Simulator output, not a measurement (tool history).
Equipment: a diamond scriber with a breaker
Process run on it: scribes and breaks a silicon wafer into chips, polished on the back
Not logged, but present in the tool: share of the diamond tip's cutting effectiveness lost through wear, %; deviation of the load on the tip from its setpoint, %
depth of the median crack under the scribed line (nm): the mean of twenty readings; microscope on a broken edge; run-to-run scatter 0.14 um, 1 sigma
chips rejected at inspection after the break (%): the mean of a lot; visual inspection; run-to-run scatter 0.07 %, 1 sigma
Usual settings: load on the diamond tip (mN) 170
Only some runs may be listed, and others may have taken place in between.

run    hour  load on the diamond tip (mN)  wafers since the last listed run  hours since the diamond tip was replaced  hours since the load on the tip was calibrated  incoming depth of the damage left on the back of the incoming wafer, um  depth of the median crack under the scribed line (nm)  chips rejected at inspection after the break (%)
  1       0                           170                                 0                                     811.3                                          1000.5                                                                     0.04                                                   7160                                              4.05
  2    57.7                           133                               112                                       869                                          1058.2                                                                     0.02                                                   5550                                             25.41
  3    86.1                           133                                55                                     897.4                                          1086.6                                                                     0.03                                                   5480                                             31.49
  4   121.9                           133                                69                                     933.2                                          1122.4                                                                     0.03                                                   5470                                             30.41
      163.5  -- diamond tip replaced by a new one
  5     242                           183                               230                                      78.5                                          1242.5                                                                     0.04                                                   8320                                              2.04
  6   272.8                           170                                60                                     109.3                                          1273.3                                                                     0.02                                                   7810                                              1.36
  7   316.6                           170                                85                                     153.1                                          1317.1                                                                     0.01                                                   7790                                              1.33
  8   346.6                           205                                58                                     183.1                                          1347.1                                                                     0.03                                                   9080                                               6.4
  9   407.6                           205                               118                                     244.1                                          1408.1                                                                     0.03                                                   8740                                              6.72
 10   462.3                           205                               106                                     298.8                                          1462.8                                                                     0.04                                                   8740                                              5.99
 11   512.7                           170                                98                                     349.2                                          1513.2                                                                     0.04                                                   7710                                              1.68
 12   582.2                           170                               135                                     418.7                                          1582.7                                                                     0.03                                                   7620                                              1.64
 13   619.3                           170                                72                                     455.8                                          1619.8                                                                     0.04                                                   7590                                              1.87
        633  -- load on the tip recalibrated
 14   663.2                           170                                81                                     499.7                                            30.2                                                                     0.02                                                   7500                                              1.88
 15   729.1                           170                               128                                     565.6                                            96.1                                                                     0.05                                                   7220                                              2.19
 16   942.2                           170                               415                                     778.7                                           309.2                                                                     0.04                                                   7200                                              4.88
 17   992.3                           128                                97                                     828.8                                           359.3                                                                     0.01                                                   5240                                             35.08
 18  1027.4                           217                                68                                     863.9                                           394.4                                                                     0.03                                                   8400                                              2.74
 19  1083.8                           221                               109                                     920.3                                           450.8                                                                     0.03                                                   8430                                              2.84
 20  1116.4                           151                                63                                     952.9                                           483.4                                                                     0.01                                                   6230                                             19.68
     1175.5  -- diamond tip replaced by a new one
 21  1178.2                           124                               116                                       2.7                                           545.2                                                                     0.04                                                   5720                                              22.1
 22  1240.5                           187                               121                                        65                                           607.5                                                                     0.02                                                   8360                                              2.27
 23  1278.4                           153                                73                                     102.9                                           645.4                                                                     0.05                                                   7050                                              4.57
 24  1345.5                           211                               130                                       170                                           712.5                                                                     0.04                                                   9260                                              9.41
 25    1406                           144                               117                                     230.5                                             773                                                                     0.03                                                   6430                                              8.96
 26  1449.3                           183                                84                                     273.8                                           816.3                                                                     0.03                                                   8170                                              1.68
 27  1513.3                           170                               124                                     337.8                                           880.3                                                                     0.04                                                   7330                                              1.41
 28  1573.4                           143                               117                                     397.9                                           940.4                                                                     0.02                                                   6410                                             11.03
 29  1625.4                           189                               101                                     449.9                                           992.4                                                                     0.05                                                   8100                                                 2
 30  1655.3                           194                                58                                     479.8                                          1022.3                                                                     0.02                                                   8240                                              2.82
 31  1702.4                           145                                91                                     526.9                                          1069.4                                                                     0.04                                                   6340                                             11.51
 32  1764.1                           157                               120                                     588.6                                          1131.1                                                                     0.01                                                   7020                                              6.09
 33  1811.5                           144                                92                                       636                                          1178.5                                                                     0.02                                                   6240                                             13.74

Hidden state at the last listed run before each entry between runs and at the first one after, where it differs:
Run 4 -> run 5: diamond tip replaced by a new one (hour 163.5)
  share of the diamond tip's cutting effectiveness lost through wear, %: 19.4 -> 2.13
  measured result minus the result with no hidden state, depth of the median crack under the scribed line (nm): -840 -> -120; chips rejected at inspection after the break (%): +16.78 -> -0.44
Run 13 -> run 14: load on the tip recalibrated (hour 633)
  share of the diamond tip's cutting effectiveness lost through wear, %: 6.47 -> 7.38
  measured result minus the result with no hidden state, depth of the median crack under the scribed line (nm): -340 -> -400; chips rejected at inspection after the break (%): +0.54 -> +0.65
Run 20 -> run 21: diamond tip replaced by a new one (hour 1175.5)
  share of the diamond tip's cutting effectiveness lost through wear, %: 21.6 -> 1.81
  measured result minus the result with no hidden state, depth of the median crack under the scribed line (nm): -1090 -> -70; chips rejected at inspection after the break (%): +15.12 -> +1.4
